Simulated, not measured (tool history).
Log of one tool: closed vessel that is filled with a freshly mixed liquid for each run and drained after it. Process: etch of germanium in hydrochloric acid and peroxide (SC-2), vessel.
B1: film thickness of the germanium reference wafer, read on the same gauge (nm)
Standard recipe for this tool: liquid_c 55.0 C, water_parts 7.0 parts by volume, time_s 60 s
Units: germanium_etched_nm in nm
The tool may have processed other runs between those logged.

Run 1, hour 0.0: usual settings but liquid_c 49.0 C; B1 40.04. Result: germanium_etched_nm 187.11 nm.
Run 2, hour 24.2: usual settings but liquid_c 49.0 C; B1 39.97. Result: germanium_etched_nm 187.86 nm.
Run 3, hour 56.0: usual settings; B1 39.97. Result: germanium_etched_nm 230.50 nm.
Run 4, hour 90.2: usual settings; B1 40.02. Result: germanium_etched_nm 226.76 nm.
Run 5, hour 119.0: usual settings; B1 40.04. Result: germanium_etched_nm 228.93 nm.
Run 6, hour 153.5: usual settings; B1 40.03. Result: germanium_etched_nm 230.62 nm.
Run 7, hour 169.4: usual settings but water_parts 4.0 parts by volume; B1 40.02. Result: germanium_etched_nm 235.85 nm.
At hour 171.2: gauge calibrated.
Run 8, hour 194.8: usual settings; B1 40.00. Result: germanium_etched_nm 230.92 nm.
Run 9, hour 230.0: usual settings; B1 40.01. Result: germanium_etched_nm 233.94 nm.
At hour 248.1: new drum of peroxide connected.
Run 10, hour 257.1: usual settings but time_s 45 s; B1 40.01. Result: germanium_etched_nm 173.99 nm.
Run 11, hour 281.6: usual settings but time_s 45 s; B1 40.01. Result: germanium_etched_nm 174.17 nm.
Run 12, hour 302.0: usual settings but water_parts 5.0 parts by volume, time_s 75 s; B1 39.99. Result: germanium_etched_nm 296.10 nm.
At hour 305.4: chemicals flow meter replaced.
Run 13, hour 327.8: usual settings but time_s 30 s; B1 40.04. Result: germanium_etched_nm 117.99 nm.
Run 14, hour 362.6: usual settings but time_s 30 s; B1 40.02. Result: germanium_etched_nm 118.20 nm.
Run 15, hour 377.7: usual settings but liquid_c 59.5 C, water_parts 8.5 parts by volume, time_s 30 s; B1 40.00. Result: germanium_etched_nm 133.47 nm.
Run 16, hour 406.2: usual settings but liquid_c 62.0 C, water_parts 8.0 parts by volume; B1 40.01. Result: germanium_etched_nm 287.91 nm.
At hour 407.7: thermometer replaced.
Run 17, hour 422.4: usual settings but water_parts 8.0 parts by volume; B1 39.98. Result: germanium_etched_nm 222.20 nm.
Run 18, hour 441.1: usual settings but liquid_c 49.0 C, water_parts 8.0 parts by volume, time_s 35 s; B1 40.01. Result: germanium_etched_nm 107.45 nm.
Run 19, hour 467.4: usual settings but liquid_c 64.0 C, water_parts 4.5 parts by volume; B1 39.99. Result: germanium_etched_nm 299.05 nm.
Run 20, hour 485.2: usual settings but liquid_c 63.0 C, water_parts 4.5 parts by volume, time_s 45 s; B1 39.99. Result: germanium_etched_nm 219.56 nm.
Run 21, hour 502.6: usual settings but liquid_c 62.0 C, water_parts 8.5 parts by volume, time_s 75 s; B1 40.01. Result: germanium_etched_nm 341.41 nm.
Run 22, hour 517.2: usual settings; B1 39.99. Result: germanium_etched_nm 227.44 nm.
Run 23, hour 529.5: usual settings but liquid_c 62.0 C, water_parts 8.5 parts by volume, time_s 75 s; B1 40.00. Result: germanium_etched_nm 342.69 nm.
Run 24, hour 557.4: usual settings; B1 39.98. Result: germanium_etched_nm 225.97 nm.

Measured result minus the same run's result without the hidden state. Both carry the same run-to-run variation, though not necessarily the same gauge scatter:
What the log doesn't record here: liquid hotter than its thermometer reads (K); chemicals flow below the setpoint (%); peroxide weaker than its label (%); gauge reads high (%).
run  germanium_etched_nm
  1                +2.50
  2                +2.99
  3                +4.21
  4                +4.90
  5                +5.57
  6                +6.36
  7                +6.97
  8                +7.33
  9                +8.19
 10                +6.56
 11                +6.97
 12               +12.49
 13                +5.24
 14                +5.62
 15                +6.31
 16               +14.15
 17                +0.48
 18                +0.45
 19                +1.93
 20                +1.75
 21                +3.27
 22                +2.64
 23                +4.17
 24                +3.52

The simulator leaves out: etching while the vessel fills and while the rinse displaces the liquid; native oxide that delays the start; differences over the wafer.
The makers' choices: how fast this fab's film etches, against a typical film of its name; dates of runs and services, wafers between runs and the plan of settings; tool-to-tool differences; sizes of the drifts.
